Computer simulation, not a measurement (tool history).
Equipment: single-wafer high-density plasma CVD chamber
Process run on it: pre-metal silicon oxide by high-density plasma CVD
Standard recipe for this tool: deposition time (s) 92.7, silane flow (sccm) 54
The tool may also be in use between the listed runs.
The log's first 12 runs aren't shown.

| run | hour | deposition time (s) | silane flow (sccm) | wafers since the last listed run | hours since the silane flow controller was replaced | hours since the gauge calibration | read-back reference wafer on the same gauge, thickness_nm | mean film thickness on the monitor wafer (Å) |
|---|---|---|---|---|---|---|---|---|
| 13 | 940.8 | 92.7 | 54 | 1854 | 832.7 | 1190.3 | 556.921 | 4666.65 |
| 14 | 1018.2 | 81.6 | 54 | 1413 | 910.1 | 1267.7 | 557.207 | 4095.41 |
| 15 | 1079.1 | 92.7 | 46 | 1111 | 971.0 | 1328.6 | 557.658 | 3991.47 |
| 16 | 1282.7 | 92.7 | 46 | 3716 | 1174.6 | 1532.2 | 556.505 | 3952.35 |
| 17 | 1319.6 | 92.7 | 54 | 673 | 1211.5 | 1569.1 | 556.803 | 4637.41 |
| 18 | 1418.9 | 101.1 | 54 | 1812 | 1310.8 | 1668.4 | 556.877 | 5027.12 |
| 19 | 1489.6 | 101.1 | 54 | 1290 | 1381.5 | 1739.1 | 557.351 | 5013.98 |
| 20 | 1556.1 | 103.0 | 54 | 1214 | 1448.0 | 1805.6 | 557.136 | 5108.69 |
| 21 | 1625.8 | 92.7 | 54 | 1272 | 1517.7 | 1875.3 | 556.689 | 4596.40 |
| 22 | 1722.5 | 92.7 | 54 | 1765 | 1614.4 | 1972.0 | 556.996 | 4567.30 |

What does the tool deliver on the next run?
|  | 1746.6 | gauge calibrated |
|  | 1755.4 | silane flow controller replaced |
| 23 | 1785.2 | 83.8 | 61 | 998 | 29.8 | 38.6 | ? | ? |

read-back reference wafer on the same gauge, thickness_nm: 556.523
mean film thickness on the monitor wafer (Å): 4773.06
With no hidden state in the tool, this same run would have given mean film thickness on the monitor wafer (Å) 4775.80.
